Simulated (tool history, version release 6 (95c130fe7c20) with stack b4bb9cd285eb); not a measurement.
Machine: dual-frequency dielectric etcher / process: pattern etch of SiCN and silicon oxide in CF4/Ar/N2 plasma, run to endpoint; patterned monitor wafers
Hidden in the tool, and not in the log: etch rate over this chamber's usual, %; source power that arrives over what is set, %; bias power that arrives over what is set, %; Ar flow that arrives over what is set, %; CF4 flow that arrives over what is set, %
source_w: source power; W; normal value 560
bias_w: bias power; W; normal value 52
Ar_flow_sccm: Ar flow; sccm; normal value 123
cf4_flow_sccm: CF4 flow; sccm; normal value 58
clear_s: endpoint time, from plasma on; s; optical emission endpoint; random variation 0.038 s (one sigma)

| run | hour | source_w | bias_w | Ar_flow_sccm | cf4_flow_sccm | wafers since the last listed run | hours since the last wet clean | hours since the last source power generator calibration | hours since the last bias power generator calibration | hours since the last Ar flow controller change | hours since the last CF4 flow controller change | hours since the last upper electrode change | incoming incoming film thickness, nm | clear_s |
|---|---|---|---|---|---|---|---|---|---|---|---|---|---|---|
| 1 | 0.0 | 560 | 52 | 115 | 58 | 0 | 125.7 | 4013.8 | 1672.2 | 5040.8 | 3056.5 | 3209.7 | 12.05 | 12.7 |
| 2 | 19.2 | 560 | 52 | 123 | 58 | 338 | 144.9 | 4033.0 | 1691.4 | 5060.0 | 3075.7 | 3228.9 | 11.98 | 12.8 |
| 3 | 68.5 | 560 | 52 | 123 | 58 | 868 | 194.2 | 4082.3 | 1740.7 | 5109.3 | 3125.0 | 3278.2 | 12.01 | 12.7 |
| 4 | 91.5 | 560 | 52 | 123 | 58 | 405 | 217.2 | 4105.3 | 1763.7 | 5132.3 | 3148.0 | 3301.2 | 11.91 | 12.7 |
| 5 | 104.6 | 560 | 52 | 123 | 58 | 230 | 230.3 | 4118.4 | 1776.8 | 5145.4 | 3161.1 | 3314.3 | 12.14 | 13.0 |
| 6 | 138.6 | 560 | 62 | 123 | 58 | 598 | 264.3 | 4152.4 | 1810.8 | 5179.4 | 3195.1 | 3348.3 | 11.95 | 12.1 |
| 7 | 160.2 | 560 | 62 | 123 | 58 | 380 | 285.9 | 4174.0 | 1832.4 | 5201.0 | 3216.7 | 3369.9 | 12.12 | 12.4 |
| 8 | 186.4 | 560 | 52 | 123 | 58 | 461 | 312.1 | 4200.2 | 1858.6 | 5227.2 | 3242.9 | 3396.1 | 12.03 | 12.9 |
|  | 192.6 | bias power generator calibrated |
| 9 | 212.2 | 560 | 52 | 123 | 58 | 383 | 337.9 | 4226.0 | 19.6 | 5253.0 | 3268.7 | 3421.9 | 11.99 | 12.9 |
| 10 | 227.2 | 660 | 52 | 123 | 58 | 264 | 352.9 | 4241.0 | 34.6 | 5268.0 | 3283.7 | 3436.9 | 11.94 | 11.6 |
| 11 | 255.3 | 560 | 52 | 123 | 58 | 494 | 381.0 | 4269.1 | 62.7 | 5296.1 | 3311.8 | 3465.0 | 12.12 | 13.1 |
| 12 | 288.3 | 560 | 52 | 123 | 46 | 581 | 414.0 | 4302.1 | 95.7 | 5329.1 | 3344.8 | 3498.0 | 12.10 | 13.6 |
| 13 | 310.7 | 560 | 52 | 153 | 58 | 394 | 436.4 | 4324.5 | 118.1 | 5351.5 | 3367.2 | 3520.4 | 11.95 | 13.4 |
|  | 365.7 | upper electrode replaced |
| 14 | 366.2 | 560 | 52 | 94 | 58 | 554 | 491.9 | 4380.0 | 173.6 | 5407.0 | 3422.7 | 0.5 | 11.88 | 12.5 |
| 15 | 375.8 | 560 | 52 | 123 | 54 | 169 | 501.5 | 4389.6 | 183.2 | 5416.6 | 3432.3 | 10.1 | 11.87 | 13.1 |
|  | 387.3 | CF4 flow controller replaced |
|  | 389.9 | Ar flow controller replaced |
|  | 407.8 | wet clean of the chamber |
| 16 | 408.4 | 650 | 52 | 98 | 58 | 106 | 0.6 | 4422.2 | 215.8 | 18.5 | 21.1 | 42.7 | 12.13 | 11.3 |
|  | 422.0 | source power generator calibrated |
| 17 | 430.0 | 560 | 43 | 123 | 51 | 310 | 22.2 | 8.0 | 237.4 | 40.1 | 42.7 | 64.3 | 11.87 | 13.4 |
| 18 | 449.4 | 560 | 62 | 123 | 58 | 341 | 41.6 | 27.4 | 256.8 | 59.5 | 62.1 | 83.7 | 11.98 | 12.0 |
| 19 | 473.9 | 560 | 59 | 134 | 58 | 431 | 66.1 | 51.9 | 281.3 | 84.0 | 86.6 | 108.2 | 12.00 | 12.4 |
| 20 | 485.9 | 440 | 52 | 131 | 58 | 211 | 78.1 | 63.9 | 293.3 | 96.0 | 98.6 | 120.2 | 12.20 | 15.1 |
| 21 | 517.8 | 430 | 52 | 112 | 58 | 561 | 110.0 | 95.8 | 325.2 | 127.9 | 130.5 | 152.1 | 11.95 | 14.7 |
| 22 | 540.0 | 560 | 52 | 123 | 58 | 391 | 132.2 | 118.0 | 347.4 | 150.1 | 152.7 | 174.3 | 11.90 | 12.6 |
| 23 | 574.0 | 440 | 52 | 123 | 58 | 598 | 166.2 | 152.0 | 381.4 | 184.1 | 186.7 | 208.3 | 11.92 | 14.7 |

Each row is a separate what-if for the run after 23, all from the same tool condition, not one after another. Results?
| A | 574.4 | 560 | 52 | 95 | 58 | 7 | 166.6 | 152.4 | 381.8 | 184.5 | 187.1 | 208.7 | 12.04 | ? |
| B | 574.4 | 650 | 46 | 109 | 50 | 7 | 166.6 | 152.4 | 381.8 | 184.5 | 187.1 | 208.7 | 12.04 | ? |
| C | 574.4 | 650 | 52 | 123 | 50 | 7 | 166.6 | 152.4 | 381.8 | 184.5 | 187.1 | 208.7 | 12.04 | ? |
| D | 574.4 | 560 | 59 | 132 | 58 | 7 | 166.6 | 152.4 | 381.8 | 184.5 | 187.1 | 208.7 | 12.04 | ? |
| E | 574.4 | 560 | 63 | 123 | 53 | 7 | 166.6 | 152.4 | 381.8 | 184.5 | 187.1 | 208.7 | 12.04 | ? |

| run | clear_s |
|---|---|
| A | 12.4 |
| B | 12.1 |
| C | 11.9 |
| D | 12.5 |
| E | 12.3 |
Take away the tool's hidden state, keep each run's random variation, and the runs would have read:
| run | clear_s |
|---|---|
| A | 12.2 |
| B | 12.0 |
| C | 11.8 |
| D | 12.4 |
| E | 12.2 |
